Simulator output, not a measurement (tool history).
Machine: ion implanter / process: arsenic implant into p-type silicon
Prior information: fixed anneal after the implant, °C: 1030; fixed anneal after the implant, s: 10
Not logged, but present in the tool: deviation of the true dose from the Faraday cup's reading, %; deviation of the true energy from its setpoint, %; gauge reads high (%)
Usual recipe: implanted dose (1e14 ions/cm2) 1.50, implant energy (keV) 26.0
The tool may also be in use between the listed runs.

| run | hour | implanted dose (1e14 ions/cm2) | implant energy (keV) | wafers since the last listed run | hours since the last dose calibration | hours since the extraction supply was calibrated | hours since the gauge calibration | read-back reference wafer on the same gauge, sheet resistance | sheet resistance of the implanted and annealed layer (ohm/square) |
|---|---|---|---|---|---|---|---|---|---|
| 1 | 0.0 | 1.50 | 26.0 | 0 | 315.5 | 5945.3 | 629.7 | 491.94 | 526.98 |
| 2 | 52.2 | 1.50 | 26.0 | 1085 | 367.7 | 5997.5 | 681.9 | 492.03 | 529.96 |
| 3 | 124.7 | 1.50 | 26.0 | 1507 | 440.2 | 6070.0 | 754.4 | 492.04 | 529.02 |
| 4 | 164.9 | 1.34 | 21.5 | 835 | 480.4 | 6110.2 | 794.6 | 491.88 | 586.93 |
| 5 | 227.6 | 1.34 | 21.5 | 1303 | 543.1 | 6172.9 | 857.3 | 492.17 | 589.25 |
| 6 | 294.4 | 1.34 | 21.5 | 1388 | 609.9 | 6239.7 | 924.1 | 492.08 | 588.94 |
| 7 | 337.5 | 1.50 | 26.0 | 895 | 653.0 | 6282.8 | 967.2 | 491.91 | 521.96 |
| 8 | 420.2 | 1.50 | 26.0 | 1719 | 735.7 | 6365.5 | 1049.9 | 492.01 | 522.88 |
| 9 | 515.4 | 1.50 | 26.0 | 1979 | 830.9 | 6460.7 | 1145.1 | 492.00 | 522.81 |
| 10 | 553.8 | 1.60 | 26.0 | 798 | 869.3 | 6499.1 | 1183.5 | 492.18 | 499.01 |
| 11 | 596.6 | 1.60 | 26.0 | 889 | 912.1 | 6541.9 | 1226.3 | 491.97 | 500.23 |
| 12 | 684.7 | 1.60 | 26.0 | 1831 | 1000.2 | 6630.0 | 1314.4 | 491.97 | 502.69 |
|  | 756.8 | Faraday cup replaced and dose calibrated |
| 13 | 778.9 | 1.31 | 17.5 | 1791 | 22.1 | 6724.2 | 1408.6 | 492.04 | 626.16 |
|  | 790.1 | gauge calibrated |
| 14 | 857.9 | 1.50 | 26.0 | 1642 | 101.1 | 6803.2 | 67.8 | 491.67 | 532.06 |
| 15 | 919.7 | 1.50 | 26.0 | 1284 | 162.9 | 6865.0 | 129.6 | 492.20 | 528.92 |
|  | 929.8 | extraction supply calibrated |
| 16 | 1019.4 | 1.50 | 29.5 | 1906 | 262.6 | 89.6 | 229.3 | 492.15 | 517.88 |
| 17 | 1090.5 | 1.22 | 22.0 | 1478 | 333.7 | 160.7 | 300.4 | 492.08 | 627.55 |
| 18 | 1191.8 | 1.27 | 31.0 | 2105 | 435.0 | 262.0 | 401.7 | 491.73 | 575.49 |
| 19 | 1242.1 | 1.10 | 33.0 | 1045 | 485.3 | 312.3 | 452.0 | 491.96 | 625.74 |
| 20 | 1313.2 | 1.89 | 17.5 | 1478 | 556.4 | 383.4 | 523.1 | 491.95 | 468.27 |
| 21 | 1411.7 | 1.91 | 32.5 | 2047 | 654.9 | 481.9 | 621.6 | 491.95 | 425.23 |
| 22 | 1492.0 | 1.50 | 19.5 | 1669 | 735.2 | 562.2 | 701.9 | 492.02 | 547.31 |
| 23 | 1599.9 | 1.74 | 28.5 | 2243 | 843.1 | 670.1 | 809.8 | 491.99 | 465.74 |
| 24 | 1697.9 | 1.28 | 34.0 | 2037 | 941.1 | 768.1 | 907.8 | 491.76 | 558.75 |
| 25 | 1738.0 | 1.50 | 26.0 | 833 | 981.2 | 808.2 | 947.9 | 491.87 | 524.25 |

What if the next run were any one of these 3? Each begins from the tool's condition after run 25:
| A | 1738.4 | 1.50 | 26.0 | 8 | 981.6 | 808.6 | 948.3 | ? | ? |
| B | 1738.4 | 1.80 | 21.5 | 8 | 981.6 | 808.6 | 948.3 | ? | ? |
| C | 1738.4 | 1.31 | 19.0 | 8 | 981.6 | 808.6 | 948.3 | ? | ? |

| run | read-back reference wafer on the same gauge, sheet resistance | sheet resistance of the implanted and annealed layer (ohm/square) |
|---|---|---|
| A | 491.67 | 524.22 |
| B | 491.67 | 472.22 |
| C | 491.67 | 607.54 |
Without the tool's unlogged condition, the same runs would have read:
| run | sheet resistance of the implanted and annealed layer (ohm/square) |
|---|---|
| A | 535.18 |
| B | 482.37 |
| C | 620.37 |

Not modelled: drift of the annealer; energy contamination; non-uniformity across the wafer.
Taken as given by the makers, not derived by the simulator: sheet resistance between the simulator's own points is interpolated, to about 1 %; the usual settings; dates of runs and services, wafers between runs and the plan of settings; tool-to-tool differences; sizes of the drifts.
